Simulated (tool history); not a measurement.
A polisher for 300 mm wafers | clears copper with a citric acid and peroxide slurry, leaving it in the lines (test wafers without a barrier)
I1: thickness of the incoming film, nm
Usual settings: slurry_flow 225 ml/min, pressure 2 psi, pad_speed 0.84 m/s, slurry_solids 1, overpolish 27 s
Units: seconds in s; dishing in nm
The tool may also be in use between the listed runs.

Run 1, hour 0: usual settings; I1 164.4. Result: seconds 129 s, dishing 22.4 nm.
Run 2, hour 25.5: usual settings; I1 166.1. Result: seconds 129.7 s, dishing 22.3 nm.
Run 3, hour 62.9: usual settings but slurry_flow 245 ml/min, overpolish 17 s; I1 166.3. Result: seconds 129.7 s, dishing 14.7 nm.
Run 4, hour 94: usual settings but slurry_flow 245 ml/min, overpolish 17 s; I1 163.4. Result: seconds 130.9 s, dishing 14.7 nm.
Run 5, hour 140.9: usual settings; I1 162.4. Result: seconds 126.3 s, dishing 22.2 nm.
Run 6, hour 181.2: usual settings; I1 167.1. Result: seconds 130.6 s, dishing 22.4 nm.
Run 7, hour 248.9: usual settings; I1 166.3. Result: seconds 133.1 s, dishing 21.4 nm.
Run 8, hour 281.5: usual settings but pressure 1.7 psi, pad_speed 0.64 m/s, slurry_solids 0.8; I1 164.7. Result: seconds 212.3 s, dishing 14.1 nm.
Run 9, hour 350.9: usual settings but slurry_flow 280 ml/min, pressure 2.4 psi; I1 166.2. Result: seconds 107 s, dishing 25.8 nm.
Run 10, hour 389.8: usual settings but slurry_flow 175 ml/min, pressure 1.6 psi, slurry_solids 1.15, overpolish 11 s; I1 166.3. Result: seconds 159.4 s, dishing 7.7 nm.
Run 11, hour 437.9: usual settings; I1 163.7. Result: seconds 131.8 s, dishing 21.8 nm.
Run 12, hour 571.5: usual settings but slurry_flow 260 ml/min, pressure 1.5 psi, pad_speed 0.62 m/s, overpolish 12 s; I1 166.3. Result: seconds 226 s, dishing 6.4 nm.
Run 13, hour 646.8: usual settings but pad_speed 1.1 m/s, slurry_solids 0.75; I1 168. Result: seconds 113.2 s, dishing 25.1 nm.
Run 14, hour 684.3: usual settings but slurry_solids 0.85; I1 166.1. Result: seconds 141.1 s, dishing 20.5 nm.

Not shown: 7 entries that the log had between the listed runs. Between which runs, and how does the tool's hidden state differ before and after?
Between runs 4 and 5: worn pad replaced by a new one (hour 140.4)
  removal rate lost through wear of the pad, %: 2.55 -> 0.652
  measured less the result without the state, seconds: +3.3 -> +0.9 s; dishing: -0.3 -> -0.1 nm
Between runs 7 and 8: slurry nozzle cleaned (hour 260.6); slurry blender recalibrated (hour 273.5)
  removal rate lost through wear of the pad, %: 2.1 -> 3.1
  measured less the result without the state, seconds: +2.8 -> +6.6 s; dishing: -0.4 -> -0.4 nm
Between runs 8 and 9: worn pad replaced by a new one (hour 323.5); head pressure recalibrated (hour 344.9)
  removal rate lost through wear of the pad, %: 3.1 -> 0.799
  measured less the result without the state, seconds: +6.6 -> +0.8 s; dishing: -0.4 -> -0.2 nm
Between runs 11 and 12: worn pad replaced by a new one (hour 506.8)
  removal rate lost through wear of the pad, %: 2.32 -> 0.834
  measured less the result without the state, seconds: +3 -> +1.9 s; dishing: -0.4 -> +0 nm
Between runs 13 and 14: slurry blender recalibrated (hour 668.7)
  removal rate lost through wear of the pad, %: 2.73 -> 4.2
  measured less the result without the state, seconds: +3.1 -> +6 s; dishing: -0.6 -> -0.8 nm
